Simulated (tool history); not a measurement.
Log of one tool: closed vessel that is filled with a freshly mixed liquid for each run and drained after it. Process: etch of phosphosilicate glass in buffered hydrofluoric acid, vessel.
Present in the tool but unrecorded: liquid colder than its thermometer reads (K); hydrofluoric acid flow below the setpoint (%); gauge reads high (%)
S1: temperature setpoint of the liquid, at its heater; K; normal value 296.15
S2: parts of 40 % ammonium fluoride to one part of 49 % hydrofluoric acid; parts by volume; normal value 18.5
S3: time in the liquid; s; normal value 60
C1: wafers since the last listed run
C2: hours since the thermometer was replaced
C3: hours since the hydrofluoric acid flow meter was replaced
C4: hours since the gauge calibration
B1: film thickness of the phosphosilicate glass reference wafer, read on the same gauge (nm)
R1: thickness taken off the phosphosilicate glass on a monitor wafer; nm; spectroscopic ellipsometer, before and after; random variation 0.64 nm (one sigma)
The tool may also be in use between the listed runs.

| run | hour | S1 | S2 | S3 | C1 | C2 | C3 | C4 | B1 | R1 |
|---|---|---|---|---|---|---|---|---|---|---|
| 1 | 0.0 | 296.15 | 18.5 | 60 | 0 | 625.4 | 1204.0 | 290.3 | 90.00 | 130.00 |
| 2 | 50.6 | 296.15 | 18.5 | 60 | 6747 | 676.0 | 1254.6 | 340.9 | 89.99 | 128.57 |
| 3 | 90.7 | 296.15 | 18.5 | 60 | 5347 | 716.1 | 1294.7 | 381.0 | 90.00 | 128.58 |
| 4 | 136.0 | 296.15 | 18.5 | 60 | 6040 | 761.4 | 1340.0 | 426.3 | 89.98 | 128.14 |
| 5 | 165.7 | 296.15 | 18.5 | 60 | 3960 | 791.1 | 1369.7 | 456.0 | 90.01 | 128.47 |
| 6 | 206.2 | 296.15 | 18.5 | 60 | 5400 | 831.6 | 1410.2 | 496.5 | 89.99 | 128.56 |
| 7 | 260.2 | 296.15 | 18.5 | 60 | 7201 | 885.6 | 1464.2 | 550.5 | 89.99 | 126.62 |
| 8 | 287.6 | 296.15 | 18.5 | 60 | 3653 | 913.0 | 1491.6 | 577.9 | 90.00 | 127.65 |
| 9 | 322.5 | 296.15 | 18.5 | 60 | 4654 | 947.9 | 1526.5 | 612.8 | 89.98 | 127.18 |
| 10 | 360.6 | 296.15 | 18.5 | 60 | 5080 | 986.0 | 1564.6 | 650.9 | 90.01 | 126.30 |
| 11 | 404.7 | 296.15 | 18.5 | 60 | 5880 | 1030.1 | 1608.7 | 695.0 | 90.01 | 126.82 |
| 12 | 441.0 | 296.15 | 18.5 | 60 | 4840 | 1066.4 | 1645.0 | 731.3 | 89.99 | 124.98 |
|  | 452.4 | hydrofluoric acid flow meter replaced |
| 13 | 472.9 | 296.15 | 18.5 | 60 | 4120 | 1098.3 | 20.5 | 763.2 | 90.04 | 126.45 |
|  | 475.1 | gauge calibrated |
| 14 | 510.3 | 299.65 | 23.0 | 75 | 4987 | 1135.7 | 57.9 | 35.2 | 90.00 | 161.23 |
| 15 | 581.7 | 298.15 | 13.0 | 60 | 9521 | 1207.1 | 129.3 | 106.6 | 90.00 | 199.29 |
| 16 | 627.0 | 298.15 | 18.5 | 40 | 6040 | 1252.4 | 174.6 | 151.9 | 90.00 | 92.18 |
| 17 | 684.2 | 296.15 | 18.5 | 60 | 7627 | 1309.6 | 231.8 | 209.1 | 89.96 | 124.39 |
| 18 | 745.6 | 298.15 | 18.5 | 60 | 8187 | 1371.0 | 293.2 | 270.5 | 90.00 | 139.24 |
| 19 | 786.8 | 296.15 | 18.5 | 60 | 5494 | 1412.2 | 334.4 | 311.7 | 90.00 | 125.02 |
|  | 857.6 | thermometer replaced |
| 20 | 910.0 | 298.65 | 18.5 | 60 | 16295 | 52.4 | 457.6 | 434.9 | 90.00 | 150.44 |

Estimate the outcome of run 21 from the log above:
| 21 | 956.9 | 299.15 | 22.0 | 90 | 6254 | 99.3 | 504.5 | 481.8 | ? | ? |

B1: 89.96
R1: 200.67 nm
On a tool with no hidden condition, and with the same random variation, this run would have come out at R1 205.51 nm.
